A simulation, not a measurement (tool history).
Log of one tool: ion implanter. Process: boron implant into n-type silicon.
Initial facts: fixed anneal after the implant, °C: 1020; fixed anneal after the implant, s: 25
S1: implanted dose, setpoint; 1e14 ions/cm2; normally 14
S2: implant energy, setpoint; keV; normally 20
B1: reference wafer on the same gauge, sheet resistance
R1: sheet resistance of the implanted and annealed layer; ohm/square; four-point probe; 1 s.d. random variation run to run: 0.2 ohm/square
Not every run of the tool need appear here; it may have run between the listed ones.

run     day     S1    S2      B1      R1
  1       0     14    20  101.17   87.81
  2   1.467  17.34    20  101.16   75.52
  3   2.542     14    20  101.13   87.76
  4   3.542     14    20  101.16   87.64
  5   4.208     14    20  101.23   87.29
  6    5.55  15.43    20  101.21    81.9
  7    6.95  15.43    20   101.2   81.68
  8   8.017  15.43    20   101.2   81.42
  9   8.979  16.59    16  101.18   81.65
      9.746  -- gauge calibrated
 10  10.083     14    23  101.13      86
     10.679  -- Faraday cup replaced and dose calibrated
 11  10.912     14    23  101.19   84.51
 12      12     14    23  101.21   84.01
 13  12.912  11.14  16.5  101.25  104.36

What will run 14 give?
 14  14.1  11.07  13   ?   ?

B1: 101.22
R1: 109.22 ohm/square
If the tool had no hidden condition, the same run with the same run-to-run variation would have returned R1 113.24 ohm/square.
